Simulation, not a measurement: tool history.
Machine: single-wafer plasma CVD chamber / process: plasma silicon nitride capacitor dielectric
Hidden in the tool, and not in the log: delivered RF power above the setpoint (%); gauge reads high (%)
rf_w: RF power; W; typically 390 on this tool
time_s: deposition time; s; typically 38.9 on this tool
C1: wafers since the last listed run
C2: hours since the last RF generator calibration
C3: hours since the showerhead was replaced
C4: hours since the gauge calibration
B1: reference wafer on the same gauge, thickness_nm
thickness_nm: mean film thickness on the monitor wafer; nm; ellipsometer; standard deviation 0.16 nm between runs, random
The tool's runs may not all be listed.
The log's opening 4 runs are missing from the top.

Run 5, day 19.208: usual settings but rf_w 435 W, time_s 33.2 s; C1 1643; C2 689.2; C3 5459.6; C4 766.5; B1 59.796. Result: thickness_nm 47.254 nm.
Run 6, day 22.546: usual settings but rf_w 360 W, time_s 37.2 s; C1 1300; C2 769.3; C3 5539.7; C4 846.6; B1 59.762. Result: thickness_nm 50.844 nm.
Run 7, day 26.575: usual settings but rf_w 360 W, time_s 37.2 s; C1 1570; C2 866.0; C3 5636.4; C4 943.3; B1 59.833. Result: thickness_nm 50.878 nm.
Run 8, day 29.600: usual settings but rf_w 360 W, time_s 37.2 s; C1 1178; C2 938.6; C3 5709.0; C4 1015.9; B1 59.826. Result: thickness_nm 51.046 nm.
Run 9, day 32.671: usual settings but rf_w 355 W; C1 1196; C2 1012.3; C3 5782.7; C4 1089.6; B1 59.779. Result: thickness_nm 53.155 nm.
Run 10, day 34.300: usual settings but rf_w 355 W; C1 634; C2 1051.4; C3 5821.8; C4 1128.7; B1 59.769. Result: thickness_nm 52.923 nm.
Run 11, day 38.500: usual settings but rf_w 445 W; C1 1636; C2 1152.2; C3 5922.6; C4 1229.5; B1 59.780. Result: thickness_nm 55.287 nm.
Run 12, day 47.033: usual settings but rf_w 445 W; C1 3325; C2 1357.0; C3 6127.4; C4 1434.3; B1 59.809. Result: thickness_nm 54.925 nm.
Run 13, day 49.342: usual settings; C1 899; C2 1412.4; C3 6182.8; C4 1489.7; B1 59.793. Result: thickness_nm 53.935 nm.
Run 14, day 53.562: usual settings but time_s 34.0 s; C1 1644; C2 1513.7; C3 6284.1; C4 1591.0; B1 59.778. Result: thickness_nm 47.078 nm.
Run 15, day 57.842: usual settings but time_s 34.0 s; C1 1667; C2 1616.4; C3 6386.8; C4 1693.7; B1 59.801. Result: thickness_nm 46.810 nm.
At day 58.529: RF generator calibrated.
Run 16, day 60.571: usual settings; C1 933; C2 49.0; C3 6452.3; C4 1759.2; B1 59.855. Result: thickness_nm 54.303 nm.
At day 61.288: showerhead replaced.
Run 17, day 64.383: usual settings; C1 1355; C2 140.5; C3 74.3; C4 1850.7; B1 59.790. Result: thickness_nm 54.569 nm.
Run 18, day 67.975: usual settings but rf_w 460 W, time_s 33.6 s; C1 1399; C2 226.7; C3 160.5; C4 1936.9; B1 59.786. Result: thickness_nm 48.250 nm.
Run 19, day 71.508: usual settings but rf_w 335 W, time_s 41.2 s; C1 1377; C2 311.5; C3 245.3; C4 2021.7; B1 59.803. Result: thickness_nm 55.671 nm.
At day 74.800: gauge calibrated.
Run 20, day 75.029: usual settings but rf_w 430 W, time_s 44.0 s; C1 1372; C2 396.0; C3 329.8; C4 5.5; B1 59.776. Result: thickness_nm 62.440 nm.
Run 21, day 78.112: usual settings but rf_w 345 W, time_s 32.6 s; C1 1201; C2 470.0; C3 403.8; C4 79.5; B1 59.841. Result: thickness_nm 44.524 nm.
Run 22, day 80.054: usual settings; C1 756; C2 516.6; C3 450.4; C4 126.1; B1 59.764. Result: thickness_nm 53.890 nm.
Run 23, day 83.529: usual settings but rf_w 450 W, time_s 46.2 s; C1 1354; C2 600.0; C3 533.8; C4 209.5; B1 59.794. Result: thickness_nm 65.856 nm.
Run 24, day 87.979: usual settings but time_s 35.0 s; C1 1734; C2 706.8; C3 640.6; C4 316.3; B1 59.816. Result: thickness_nm 48.595 nm.
Run 25, day 91.329: usual settings but rf_w 365 W, time_s 41.4 s; C1 1305; C2 787.2; C3 721.0; C4 396.7; B1 59.786. Result: thickness_nm 56.865 nm.
Run 26, day 93.046: usual settings but rf_w 360 W, time_s 41.4 s; C1 669; C2 828.4; C3 762.2; C4 437.9; B1 59.754. Result: thickness_nm 56.791 nm.
Run 27, day 94.996: usual settings but rf_w 460 W, time_s 42.4 s; C1 759; C2 875.2; C3 809.0; C4 484.7; B1 59.780. Result: thickness_nm 60.604 nm.

Forecast run 28:
Run 28, day 97.121: usual settings but rf_w 350 W, time_s 45.2 s; C1 828; C2 926.2; C3 860.0; C4 535.7; B1 ?. Result: thickness_nm ?.

{"run 28": {"B1": 59.822, "thickness_nm": 61.312}}
If the tool had no hidden condition, the same run with the same run-to-run variation would have returned thickness_nm 62.001 nm.
